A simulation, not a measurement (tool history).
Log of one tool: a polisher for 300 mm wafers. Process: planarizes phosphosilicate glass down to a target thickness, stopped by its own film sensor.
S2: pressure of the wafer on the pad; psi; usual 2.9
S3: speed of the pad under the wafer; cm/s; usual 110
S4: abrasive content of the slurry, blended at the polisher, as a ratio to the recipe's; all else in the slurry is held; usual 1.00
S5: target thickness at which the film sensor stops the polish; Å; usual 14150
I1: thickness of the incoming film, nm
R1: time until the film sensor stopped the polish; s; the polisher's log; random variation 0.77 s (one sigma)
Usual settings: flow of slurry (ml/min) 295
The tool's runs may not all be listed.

Run 1, hour 0.0: usual settings; I1 1934.2. Result: R1 66.9 s.
At hour 72.2: head pressure recalibrated.
Run 2, hour 72.7: usual settings but flow of slurry (ml/min) 260; I1 1974.8. Result: R1 74.2 s.
Run 3, hour 150.2: usual settings but flow of slurry (ml/min) 260; I1 1927.5. Result: R1 67.0 s.
Run 4, hour 227.8: usual settings but S2 3.4 psi; I1 1932.6. Result: R1 59.7 s.
At hour 244.4: worn pad replaced by a new one.
At hour 282.6: slurry blender recalibrated.
At hour 293.4: conditioning disc replaced and pad reconditioned.
Run 5, hour 328.8: usual settings; I1 2002.7. Result: R1 72.9 s.
At hour 356.0: slurry nozzle cleaned.
Run 6, hour 396.0: usual settings; I1 1954.9. Result: R1 68.2 s.
Run 7, hour 477.5: usual settings; I1 1966.7. Result: R1 69.7 s.
Run 8, hour 566.6: usual settings; I1 1958.6. Result: R1 70.1 s.
Run 9, hour 669.4: usual settings but S5 15550 Å; I1 1945.7. Result: R1 51.8 s.
At hour 721.2: worn pad replaced by a new one.
At hour 742.6: slurry blender recalibrated.
Run 10, hour 756.7: usual settings but flow of slurry (ml/min) 345, S2 3.6 psi; I1 1956.7. Result: R1 51.6 s.
At hour 781.5: conditioning disc replaced and pad reconditioned.
At hour 795.3: head pressure recalibrated.
Run 11, hour 823.2: usual settings; I1 1970.7. Result: R1 69.3 s.
At hour 858.8: slurry nozzle cleaned.
Run 12, hour 928.7: usual settings but flow of slurry (ml/min) 260, S2 3.2 psi; I1 1994.6. Result: R1 68.1 s.
Run 13, hour 1030.1: usual settings but flow of slurry (ml/min) 245, S2 3.4 psi, S3 100 cm/s, S4 0.80; I1 1948.7. Result: R1 74.2 s.
Run 14, hour 1069.3: usual settings but flow of slurry (ml/min) 260; I1 1930.3. Result: R1 67.1 s.
Run 15, hour 1140.2: usual settings but S5 15380 Å; I1 1946.3. Result: R1 54.0 s.
Run 16, hour 1187.4: usual settings; I1 1968.3. Result: R1 73.0 s.
At hour 1230.9: worn pad replaced by a new one.
Run 17, hour 1231.3: usual settings but S3 86 cm/s, S4 0.75; I1 1950.8. Result: R1 106.6 s.
Run 18, hour 1286.0: usual settings but flow of slurry (ml/min) 245, S2 3.4 psi, S3 100 cm/s, S4 0.80; I1 1939.7. Result: R1 74.6 s.
At hour 1307.3: slurry blender recalibrated.
At hour 1308.4: conditioning disc replaced and pad reconditioned.
Run 19, hour 1322.7: usual settings but flow of slurry (ml/min) 245, S5 15380 Å; I1 1941.1. Result: R1 48.4 s.
At hour 1359.3: slurry nozzle cleaned.
Run 20, hour 1407.8: usual settings but flow of slurry (ml/min) 360, S3 144 cm/s, S4 1.10, S5 13500 Å; I1 1965.1. Result: R1 58.3 s.
Run 21, hour 1457.3: usual settings but S2 3.5 psi, S3 82 cm/s, S5 15170 Å; I1 1945.0. Result: R1 56.6 s.
At hour 1498.4: head pressure recalibrated.
At hour 1735.0: worn pad replaced by a new one.
At hour 1744.8: conditioning disc replaced and pad reconditioned.
At hour 1760.0: slurry blender recalibrated.
Run 22, hour 1777.6: usual settings but S4 1.25; I1 1968.3. Result: R1 58.2 s.
Run 23, hour 1849.2: usual settings but flow of slurry (ml/min) 245, S2 2.0 psi, S5 12520 Å; I1 1982.9. Result: R1 134.1 s.
Run 24, hour 1905.9: usual settings but flow of slurry (ml/min) 395, S3 98 cm/s, S5 15400 Å; I1 1988.9. Result: R1 60.6 s.
At hour 1941.0: slurry nozzle cleaned.
Run 25, hour 1990.5: usual settings but S2 2.5 psi, S5 14820 Å; I1 1981.3. Result: R1 73.9 s.
Run 26, hour 2063.0: usual settings; I1 1957.2. Result: R1 71.4 s.

The same runs without the tool's hidden state, with the same run-to-run variation:
The hidden state here: removal rate lost through wear of the pad, %; slurry flow missing at the pad, %; deviation of the head's pressure from its setpoint, %; abrasive missing from the slurry, %; time polished since the conditioner stopped cutting, s.
run     R1
  1   61.7
  2   67.4
  3   60.2
  4   53.3
  5   71.1
  6   64.7
  7   64.5
  8   63.8
  9   46.6
 10   50.8
 11   66.1
 12   62.6
 13   66.0
 14   60.2
 15   48.1
 16   64.8
 17   92.5
 18   64.8
 19   47.8
 20   55.3
 21   52.7
 22   57.5
 23  127.7
 24   56.5
 25   67.4
 26   64.4
